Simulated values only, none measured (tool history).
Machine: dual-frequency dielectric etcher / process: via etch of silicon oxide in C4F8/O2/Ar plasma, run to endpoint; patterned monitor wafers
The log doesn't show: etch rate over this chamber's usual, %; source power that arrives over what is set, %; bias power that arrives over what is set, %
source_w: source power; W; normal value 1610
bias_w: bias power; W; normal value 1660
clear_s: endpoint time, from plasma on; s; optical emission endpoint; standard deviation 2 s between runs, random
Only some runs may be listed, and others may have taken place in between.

| run | hour | source_w | bias_w | wafers since the last listed run | hours since the last wet clean | hours since the last source power generator calibration | hours since the last bias power generator calibration | hours since the last upper electrode change | incoming incoming film thickness, nm | clear_s |
|---|---|---|---|---|---|---|---|---|---|---|
| 1 | 0 | 1380 | 1786 | 0 | 288.2 | 3976.7 | 4117.9 | 4719.9 | 1454 | 355.2 |
| 2 | 9.6 | 1480 | 1660 | 52 | 297.8 | 3986.3 | 4127.5 | 4729.5 | 1457.9 | 354.9 |
| 3 | 22.2 | 1920 | 1660 | 68 | 310.4 | 3998.9 | 4140.1 | 4742.1 | 1448.1 | 311.6 |
| 4 | 35.6 | 1920 | 1660 | 72 | 323.8 | 4012.3 | 4153.5 | 4755.5 | 1446.8 | 312.5 |
|  | 69.9 | wet clean of the chamber |
| 5 | 70.4 | 1920 | 1660 | 58 | 0.5 | 4047.1 | 4188.3 | 4790.3 | 1446.5 | 327.9 |
| 6 | 70.8 | 1610 | 1660 | 2 | 0.9 | 4047.5 | 4188.7 | 4790.7 | 1445.6 | 355.5 |
| 7 | 71.2 | 1610 | 1660 | 2 | 1.3 | 4047.9 | 4189.1 | 4791.1 | 1457.4 | 355.8 |
| 8 | 87.9 | 1610 | 1660 | 90 | 18 | 4064.6 | 4205.8 | 4807.8 | 1451.9 | 353.7 |
|  | 97.3 | source power generator calibrated |
|  | 105.2 | bias power generator calibrated |
| 9 | 105.7 | 1610 | 2055 | 53 | 35.8 | 8.4 | 0.5 | 4825.6 | 1454.5 | 327.5 |

Run 10 is up next; what results do you expect?
| 10 | 113.7 | 1310 | 1373 | 43 | 43.8 | 16.4 | 8.5 | 4833.6 | 1464.9 | ? |

Run 10 yielded clear_s 416.8 s.
Had the tool carried no hidden state, the very same run would have given clear_s 418.9 s.
